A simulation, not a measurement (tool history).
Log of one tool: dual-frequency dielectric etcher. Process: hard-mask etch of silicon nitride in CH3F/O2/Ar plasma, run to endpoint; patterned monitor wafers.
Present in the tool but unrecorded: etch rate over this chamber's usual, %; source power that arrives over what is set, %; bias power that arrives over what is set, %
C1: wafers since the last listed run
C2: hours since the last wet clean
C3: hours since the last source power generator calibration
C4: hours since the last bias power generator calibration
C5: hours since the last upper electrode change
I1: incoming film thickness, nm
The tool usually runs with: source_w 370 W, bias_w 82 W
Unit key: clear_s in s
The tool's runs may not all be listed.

{"run": 1, "hour": 0.0, "source_w": 370, "bias_w": 82, "C1": 0, "C2": 218.6, "C3": 2255.5, "C4": 1278.9, "C5": 2473.9, "I1": 35.84, "clear_s": 49.1}
{"run": 2, "hour": 89.5, "source_w": 350, "bias_w": 82, "C1": 826, "C2": 308.1, "C3": 2345, "C4": 1368.4, "C5": 2563.4, "I1": 35.51, "clear_s": 51}
{"run": 3, "hour": 139.5, "source_w": 350, "bias_w": 82, "C1": 461, "C2": 358.1, "C3": 2395, "C4": 1418.4, "C5": 2613.4, "I1": 36.25, "clear_s": 52}
{"run": 4, "hour": 203.8, "source_w": 350, "bias_w": 82, "C1": 593, "C2": 422.4, "C3": 2459.3, "C4": 1482.7, "C5": 2677.7, "I1": 35.74, "clear_s": 50.6}
{"run": 5, "hour": 273.2, "source_w": 370, "bias_w": 82, "C1": 640, "C2": 491.8, "C3": 2528.7, "C4": 1552.1, "C5": 2747.1, "I1": 35.79, "clear_s": 49.7}
{"hour": 339.9, "done": "wet clean of the chamber"}
{"run": 6, "hour": 363.3, "source_w": 370, "bias_w": 82, "C1": 610, "C2": 23.4, "C3": 2618.8, "C4": 1642.2, "C5": 2837.2, "I1": 35.43, "clear_s": 49}
{"run": 7, "hour": 425.3, "source_w": 370, "bias_w": 82, "C1": 572, "C2": 85.4, "C3": 2680.8, "C4": 1704.2, "C5": 2899.2, "I1": 36.08, "clear_s": 49.8}
{"run": 8, "hour": 502.5, "source_w": 370, "bias_w": 82, "C1": 712, "C2": 162.6, "C3": 2758, "C4": 1781.4, "C5": 2976.4, "I1": 36.1, "clear_s": 49.7}
{"run": 9, "hour": 597.5, "source_w": 370, "bias_w": 82, "C1": 877, "C2": 257.6, "C3": 2853, "C4": 1876.4, "C5": 3071.4, "I1": 36.28, "clear_s": 50.3}
{"hour": 729.4, "done": "source power generator calibrated"}
{"run": 10, "hour": 783.9, "source_w": 370, "bias_w": 66, "C1": 1683, "C2": 444, "C3": 54.5, "C4": 2062.8, "C5": 3257.8, "I1": 35.45, "clear_s": 52.1}
{"hour": 851.8, "done": "upper electrode replaced"}
{"run": 11, "hour": 888.0, "source_w": 370, "bias_w": 66, "C1": 739, "C2": 548.1, "C3": 158.6, "C4": 2166.9, "C5": 36.2, "I1": 35.43, "clear_s": 52}
{"hour": 981.8, "done": "wet clean of the chamber"}
{"run": 12, "hour": 982.3, "source_w": 370, "bias_w": 82, "C1": 648, "C2": 0.5, "C3": 252.9, "C4": 2261.2, "C5": 130.5, "I1": 35.83, "clear_s": 49.6}
{"run": 13, "hour": 1013.8, "source_w": 370, "bias_w": 82, "C1": 290, "C2": 32, "C3": 284.4, "C4": 2292.7, "C5": 162, "I1": 35.56, "clear_s": 49.3}
{"run": 14, "hour": 1059.7, "source_w": 370, "bias_w": 82, "C1": 423, "C2": 77.9, "C3": 330.3, "C4": 2338.6, "C5": 207.9, "I1": 35.55, "clear_s": 49.4}
{"run": 15, "hour": 1109.2, "source_w": 290, "bias_w": 82, "C1": 456, "C2": 127.4, "C3": 379.8, "C4": 2388.1, "C5": 257.4, "I1": 35.94, "clear_s": 58.5}
{"run": 16, "hour": 1161.1, "source_w": 310, "bias_w": 82, "C1": 479, "C2": 179.3, "C3": 431.7, "C4": 2440, "C5": 309.3, "I1": 35.97, "clear_s": 55.8}
{"run": 17, "hour": 1208.7, "source_w": 370, "bias_w": 100, "C1": 439, "C2": 226.9, "C3": 479.3, "C4": 2487.6, "C5": 356.9, "I1": 35.92, "clear_s": 47.2}
{"run": 18, "hour": 1283.9, "source_w": 460, "bias_w": 82, "C1": 694, "C2": 302.1, "C3": 554.5, "C4": 2562.8, "C5": 432.1, "I1": 35.37, "clear_s": 43.5}
{"run": 19, "hour": 1381.5, "source_w": 450, "bias_w": 82, "C1": 901, "C2": 399.7, "C3": 652.1, "C4": 2660.4, "C5": 529.7, "I1": 35.55, "clear_s": 43.9}
{"hour": 1430.4, "done": "bias power generator calibrated"}
{"run": 20, "hour": 1448.3, "source_w": 320, "bias_w": 75, "C1": 579, "C2": 466.5, "C3": 718.9, "C4": 17.9, "C5": 596.5, "I1": 35.92, "clear_s": 55.1}
{"run": 21, "hour": 1545.3, "source_w": 390, "bias_w": 97, "C1": 895, "C2": 563.5, "C3": 815.9, "C4": 114.9, "C5": 693.5, "I1": 35.65, "clear_s": 44.9}
{"hour": 1608.8, "done": "wet clean of the chamber"}
{"run": 22, "hour": 1717.0, "source_w": 370, "bias_w": 82, "C1": 1363, "C2": 108.2, "C3": 987.6, "C4": 286.6, "C5": 865.2, "I1": 35.88, "clear_s": 49}
{"run": 23, "hour": 1820.2, "source_w": 340, "bias_w": 100, "C1": 952, "C2": 211.4, "C3": 1090.8, "C4": 389.8, "C5": 968.4, "I1": 36.07, "clear_s": 49.1}
{"run": 24, "hour": 1885.0, "source_w": 440, "bias_w": 90, "C1": 598, "C2": 276.2, "C3": 1155.6, "C4": 454.6, "C5": 1033.2, "I1": 35.77, "clear_s": 43.2}
{"run": 25, "hour": 1923.9, "source_w": 290, "bias_w": 73, "C1": 359, "C2": 315.1, "C3": 1194.5, "C4": 493.5, "C5": 1072.1, "I1": 35.52, "clear_s": 59.2}
{"run": 26, "hour": 1969.3, "source_w": 340, "bias_w": 82, "C1": 419, "C2": 360.5, "C3": 1239.9, "C4": 538.9, "C5": 1117.5, "I1": 35.93, "clear_s": 51.3}
{"run": 27, "hour": 2030.9, "source_w": 370, "bias_w": 82, "C1": 568, "C2": 422.1, "C3": 1301.5, "C4": 600.5, "C5": 1179.1, "I1": 35.77, "clear_s": 49.1}
{"run": 28, "hour": 2077.3, "source_w": 450, "bias_w": 82, "C1": 428, "C2": 468.5, "C3": 1347.9, "C4": 646.9, "C5": 1225.5, "I1": 35.9, "clear_s": 43.8}
{"hour": 2164.2, "done": "wet clean of the chamber"}
{"run": 29, "hour": 2178.2, "source_w": 320, "bias_w": 73, "C1": 709, "C2": 14, "C3": 1448.8, "C4": 747.8, "C5": 1326.4, "I1": 35.72, "clear_s": 55.1}
{"run": 30, "hour": 2252.5, "source_w": 370, "bias_w": 82, "C1": 685, "C2": 88.3, "C3": 1523.1, "C4": 822.1, "C5": 1400.7, "I1": 35.49, "clear_s": 48.6}
{"run": 31, "hour": 2316.9, "source_w": 370, "bias_w": 82, "C1": 594, "C2": 152.7, "C3": 1587.5, "C4": 886.5, "C5": 1465.1, "I1": 35.68, "clear_s": 49.2}
{"run": 32, "hour": 2404.7, "source_w": 370, "bias_w": 82, "C1": 810, "C2": 240.5, "C3": 1675.3, "C4": 974.3, "C5": 1552.9, "I1": 35.82, "clear_s": 49.2}
{"run": 33, "hour": 2498.9, "source_w": 430, "bias_w": 82, "C1": 869, "C2": 334.7, "C3": 1769.5, "C4": 1068.5, "C5": 1647.1, "I1": 35.84, "clear_s": 45.1}
{"run": 34, "hour": 2547.0, "source_w": 390, "bias_w": 97, "C1": 444, "C2": 382.8, "C3": 1817.6, "C4": 1116.6, "C5": 1695.2, "I1": 35.87, "clear_s": 45.8}
{"run": 35, "hour": 2633.5, "source_w": 290, "bias_w": 75, "C1": 798, "C2": 469.3, "C3": 1904.1, "C4": 1203.1, "C5": 1781.7, "I1": 35.83, "clear_s": 59}
{"run": 36, "hour": 2690.6, "source_w": 290, "bias_w": 87, "C1": 527, "C2": 526.4, "C3": 1961.2, "C4": 1260.2, "C5": 1838.8, "I1": 35.65, "clear_s": 56.2}

Forecast each of these 3 alternatives for the next run:
{"run": "A", "hour": 2691.0, "source_w": 370, "bias_w": 82, "C1": 3, "C2": 526.8, "C3": 1961.6, "C4": 1260.6, "C5": 1839.2, "I1": 36.33, "clear_s": "?"}
{"run": "B", "hour": 2691.0, "source_w": 370, "bias_w": 90, "C1": 3, "C2": 526.8, "C3": 1961.6, "C4": 1260.6, "C5": 1839.2, "I1": 36.33, "clear_s": "?"}
{"run": "C", "hour": 2691.0, "source_w": 330, "bias_w": 94, "C1": 3, "C2": 526.8, "C3": 1961.6, "C4": 1260.6, "C5": 1839.2, "I1": 36.33, "clear_s": "?"}

run=A clear_s=49.8
run=B clear_s=48.5
run=C clear_s=51.4
With no hidden state in the tool, these same runs would have given:
run=A clear_s=49.6
run=B clear_s=48.3
run=C clear_s=51.2
